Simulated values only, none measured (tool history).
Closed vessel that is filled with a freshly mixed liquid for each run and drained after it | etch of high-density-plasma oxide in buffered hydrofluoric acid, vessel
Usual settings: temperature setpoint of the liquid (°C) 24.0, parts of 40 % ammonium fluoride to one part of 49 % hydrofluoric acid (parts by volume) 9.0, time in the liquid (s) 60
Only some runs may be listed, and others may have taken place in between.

| run | hour | temperature setpoint of the liquid (°C) | parts of 40 % ammonium fluoride to one part of 49 % hydrofluoric acid (parts by volume) | time in the liquid (s) | wafers since the last listed run | hours since the thermometer was replaced | hours since the hydrofluoric acid flow meter was replaced | hours since the gauge calibration | read-back film thickness of the high-density-plasma oxide reference wafer, read on the same gauge (nm) | thickness taken off the high-density-plasma oxide on a monitor wafer (angstrom) |
|---|---|---|---|---|---|---|---|---|---|---|
| 1 | 0.0 | 24.0 | 11.5 | 60 | 0 | 570.4 | 1147.9 | 298.6 | 129.99 | 1025.8 |
| 2 | 62.4 | 24.0 | 11.5 | 60 | 6549 | 632.8 | 1210.3 | 361.0 | 129.99 | 1025.1 |
| 3 | 114.2 | 24.0 | 9.0 | 60 | 5436 | 684.6 | 1262.1 | 412.8 | 129.99 | 1259.4 |
| 4 | 164.0 | 24.0 | 9.0 | 60 | 5226 | 734.4 | 1311.9 | 462.6 | 130.01 | 1255.8 |
| 5 | 212.8 | 24.0 | 9.0 | 60 | 5121 | 783.2 | 1360.7 | 511.4 | 130.02 | 1243.7 |
| 6 | 259.7 | 24.0 | 9.0 | 60 | 4922 | 830.1 | 1407.6 | 558.3 | 130.00 | 1249.5 |
| 7 | 304.7 | 24.0 | 9.0 | 60 | 4722 | 875.1 | 1452.6 | 603.3 | 129.97 | 1265.0 |
| 8 | 348.0 | 24.0 | 9.0 | 45 | 4544 | 918.4 | 1495.9 | 646.6 | 130.00 | 961.4 |
| 9 | 405.6 | 24.0 | 9.0 | 45 | 6045 | 976.0 | 1553.5 | 704.2 | 130.02 | 945.2 |
|  | 408.2 | gauge calibrated |
|  | 463.5 | hydrofluoric acid flow meter replaced |
| 10 | 464.7 | 24.0 | 7.0 | 75 | 6097 | 1035.1 | 1.2 | 56.5 | 130.00 | 2056.3 |
| 11 | 576.4 | 24.0 | 9.0 | 60 | 11723 | 1146.8 | 112.9 | 168.2 | 130.02 | 1276.8 |
| 12 | 602.0 | 28.0 | 7.0 | 60 | 2686 | 1172.4 | 138.5 | 193.8 | 129.99 | 2056.8 |
|  | 712.6 | thermometer replaced |
| 13 | 773.3 | 24.0 | 9.0 | 60 | 17873 | 60.7 | 309.8 | 365.1 | 129.98 | 1284.4 |
| 14 | 839.6 | 27.5 | 6.0 | 60 | 6958 | 127.0 | 376.1 | 431.4 | 129.99 | 2312.6 |
| 15 | 900.9 | 22.0 | 9.0 | 30 | 6433 | 188.3 | 437.4 | 492.7 | 130.00 | 563.5 |
| 16 | 925.5 | 24.0 | 9.0 | 60 | 2581 | 212.9 | 462.0 | 517.3 | 129.99 | 1253.7 |
| 17 | 972.4 | 28.5 | 11.5 | 35 | 4922 | 259.8 | 508.9 | 564.2 | 130.00 | 772.7 |
| 18 | 1025.4 | 26.5 | 12.5 | 85 | 5562 | 312.8 | 561.9 | 617.2 | 130.00 | 1550.1 |
| 19 | 1100.7 | 24.0 | 12.0 | 95 | 7902 | 388.1 | 637.2 | 692.5 | 130.01 | 1573.5 |

What the log doesn't show, run by run:
liquid colder than its thermometer reads (K): 0 on each run
hydrofluoric acid flow below the setpoint (%): 0 on each run
gauge reads high (%): 0 on each run
